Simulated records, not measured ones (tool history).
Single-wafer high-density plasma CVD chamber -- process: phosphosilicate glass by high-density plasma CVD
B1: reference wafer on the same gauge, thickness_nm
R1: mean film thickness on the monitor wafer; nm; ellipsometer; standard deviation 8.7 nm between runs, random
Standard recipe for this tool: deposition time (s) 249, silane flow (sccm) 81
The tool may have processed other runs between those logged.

Run 1, day 0.000: usual settings; B1 2090.221. Result: R1 1978.446 nm.
Run 2, day 2.821: usual settings; B1 2087.458. Result: R1 1980.543 nm.
At day 4.075: gauge calibrated.
Run 3, day 10.154: usual settings; B1 2091.832. Result: R1 1982.023 nm.
Run 4, day 11.433: usual settings; B1 2089.486. Result: R1 1981.531 nm.
Run 5, day 12.696: usual settings; B1 2089.064. Result: R1 1990.173 nm.
Run 6, day 15.467: usual settings; B1 2087.962. Result: R1 1986.244 nm.
Run 7, day 17.471: usual settings; B1 2089.246. Result: R1 1988.252 nm.
Run 8, day 19.608: usual settings but deposition time (s) 275, silane flow (sccm) 88; B1 2090.331. Result: R1 2370.545 nm.
Run 9, day 21.654: usual settings but deposition time (s) 275, silane flow (sccm) 88; B1 2091.350. Result: R1 2391.967 nm.
Run 10, day 24.542: usual settings; B1 2092.803. Result: R1 1986.584 nm.
At day 27.733: silane flow controller replaced.
Run 11, day 28.425: usual settings; B1 2087.701. Result: R1 1995.324 nm.
Run 12, day 30.692: usual settings; B1 2088.931. Result: R1 1992.132 nm.
Run 13, day 32.854: usual settings; B1 2088.595. Result: R1 1986.477 nm.
Run 14, day 35.488: usual settings; B1 2090.328. Result: R1 1998.122 nm.
Run 15, day 39.429: usual settings; B1 2090.945. Result: R1 1983.916 nm.
Run 16, day 41.429: usual settings; B1 2088.554. Result: R1 1978.237 nm.
Run 17, day 43.812: usual settings; B1 2089.237. Result: R1 1994.192 nm.
Run 18, day 45.712: usual settings; B1 2090.030. Result: R1 1970.881 nm.
Run 19, day 48.196: usual settings; B1 2091.376. Result: R1 1986.023 nm.
Run 20, day 49.958: usual settings but deposition time (s) 204, silane flow (sccm) 74; B1 2092.225. Result: R1 1492.049 nm.
Run 21, day 51.275: usual settings but deposition time (s) 225, silane flow (sccm) 73; B1 2088.325. Result: R1 1607.969 nm.
Run 22, day 53.517: usual settings; B1 2091.669. Result: R1 1995.128 nm.
Run 23, day 54.675: usual settings but deposition time (s) 269, silane flow (sccm) 92; B1 2088.153. Result: R1 2444.735 nm.
Run 24, day 55.867: usual settings; B1 2088.788. Result: R1 1985.805 nm.
Run 25, day 57.533: usual settings but deposition time (s) 290, silane flow (sccm) 95; B1 2088.288. Result: R1 2719.402 nm.
Run 26, day 58.625: usual settings; B1 2089.535. Result: R1 1987.291 nm.
At day 59.912: gauge calibrated.
Run 27, day 61.279: usual settings; B1 2089.090. Result: R1 1996.531 nm.
Run 28, day 63.496: usual settings but deposition time (s) 235, silane flow (sccm) 96; B1 2090.005. Result: R1 2215.650 nm.
Run 29, day 66.079: usual settings but silane flow (sccm) 92; B1 2090.522. Result: R1 2265.807 nm.
Run 30, day 68.242: usual settings but deposition time (s) 228, silane flow (sccm) 97; B1 2087.959. Result: R1 2180.512 nm.
Run 31, day 70.471: usual settings but deposition time (s) 211, silane flow (sccm) 97; B1 2089.942. Result: R1 2020.711 nm.
Run 32, day 73.025: usual settings but deposition time (s) 271, silane flow (sccm) 91; B1 2090.766. Result: R1 2420.992 nm.
Run 33, day 74.242: usual settings but deposition time (s) 267, silane flow (sccm) 73; B1 2091.358. Result: R1 1906.301 nm.
Run 34, day 76.483: usual settings; B1 2092.771. Result: R1 1976.355 nm.
Run 35, day 79.917: usual settings but deposition time (s) 235, silane flow (sccm) 74; B1 2090.967. Result: R1 1716.116 nm.
Run 36, day 82.042: usual settings; B1 2088.039. Result: R1 1985.501 nm.

What if the next run were any one of these 3? Each begins from the tool's condition after run 36:
Run A, day 82.062: usual settings but silane flow (sccm) 77; B1 ?. Result: R1 ?.
Run B, day 82.062: usual settings but deposition time (s) 278, silane flow (sccm) 66; B1 ?. Result: R1 ?.
Run C, day 82.062: usual settings but deposition time (s) 281, silane flow (sccm) 94; B1 ?. Result: R1 ?.

run        B1        R1
  A  2091.325  1891.796
  B  2091.325  1810.393
  C  2091.325  2606.263
Stripped of hidden state, with their random variation kept, the same runs would have yielded:
run        R1
  A  1891.796
  B  1810.393
  C  2606.263
